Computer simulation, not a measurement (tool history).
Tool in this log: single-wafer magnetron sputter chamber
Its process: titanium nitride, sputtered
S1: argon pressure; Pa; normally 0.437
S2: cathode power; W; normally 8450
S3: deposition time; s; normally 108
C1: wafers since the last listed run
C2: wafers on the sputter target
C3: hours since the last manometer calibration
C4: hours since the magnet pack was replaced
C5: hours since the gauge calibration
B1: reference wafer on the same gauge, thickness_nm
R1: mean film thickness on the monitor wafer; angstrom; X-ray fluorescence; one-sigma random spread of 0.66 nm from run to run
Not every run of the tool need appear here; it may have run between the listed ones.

run    hour     S1     S2   S3    C1    C2      C3      C4     C5       B1       R1
  1       0  0.437   7950  108     0  3319  2211.3  5935.1  319.3  195.954  1733.95
  2    44.2  0.437   7950  108   462  3782  2255.5  5979.3  363.5  195.917  1741.43
  3   103.2  0.351   8450  108   617  4400  2314.5  6038.3  422.5  196.176  1943.74
  4   134.2  0.351   8450  108   324  4724  2345.5  6069.3  453.5  195.939  1946.07
      164.1  -- sputter target and shields replaced
  5   168.4  0.437   8450   93   274    44  2379.7  6103.5  487.7  196.056   1581.3
  6   193.3  0.437   8450   93   260   305  2404.6  6128.4  512.6  195.903  1572.45
  7   238.1  0.437   8450  108   469   774  2449.4  6173.2  557.4  195.836   1839.5
  8   280.4  0.437   8450  108   442  1217  2491.7  6215.5  599.7  195.936  1835.67
  9   323.5  0.437   8450  108   451  1668  2534.8  6258.6  642.8  195.854  1833.56
 10   388.2  0.487   8450  108   677  2346  2599.5  6323.3  707.5  195.891  1762.33
 11   416.4  0.437   8450  108   295  2641  2627.7  6351.5  735.7  196.022  1815.61
        448  -- capacitance manometer re-zeroed and calibrated
 12   468.3  0.437   8450  108   459  3101    20.3  6403.4  787.6  196.003  1894.86
 13   521.5  0.437   8450  108   557  3658    73.5  6456.6  840.8  195.893  1901.85
      653.3  -- sputter target and shields replaced
 14   666.9  0.437   8450  108  1438   142   218.9    6602  986.2   196.03  1894.91
        691  -- gauge calibrated
 15   737.5  0.437   9750  101   739   881   289.5  6672.6   46.5  195.994   2041.1
      748.2  -- magnet pack replaced
 16     799  0.437   8450  108   560  1441     351    50.8    108   196.08  1890.21
 17   864.8   0.54   8450  128   689  2130   416.8   116.6  173.8  195.919   2130.4
 18     898  0.437   8450  108   347  2478     450   149.8    207  195.907  1905.83
 19   924.3  0.347   8450   90   275  2753   476.3   176.1  233.3  196.105  1656.13
 20   998.5  0.437   7650  118   776  3530   550.5   250.3  307.5  196.231   1870.7
 21  1062.6  0.567   6550  116   671  4202   614.6   314.4  371.6  196.101  1478.84
     1095.2  -- sputter target and shields replaced
 22  1095.7  0.573   6750   96   262     4   647.7   347.5  404.7  195.967  1253.49
 23  1145.2   0.37  10450  108   518   523   697.2     397  454.2  196.023  2425.34
 24  1191.3  0.437   8450  108   482  1005   743.3   443.1  500.3   195.94  1894.82

Branching from run 24: 5 alternative next runs. What would each branch give?
  A  1191.7  0.437  8450  119   4  1010  743.7  443.5  500.7   ?   ?
  B  1191.7  0.352  9200  116   4  1010  743.7  443.5  500.7   ?   ?
  C  1191.7  0.437  9800  108   4  1010  743.7  443.5  500.7   ?   ?
  D  1191.7  0.437  6600  126   4  1010  743.7  443.5  500.7   ?   ?
  E  1191.7  0.528  7550   89   4  1010  743.7  443.5  500.7   ?   ?

run       B1       R1
  A  196.011  2086.97
  B  196.011  2320.67
  C  196.011  2196.65
  D  196.011  1725.94
  E  196.011  1327.84
Had the tool no hidden state, the same runs would have come out as:
run       R1
  A  2097.05
  B  2328.87
  C  2207.27
  D  1734.28
  E  1336.04
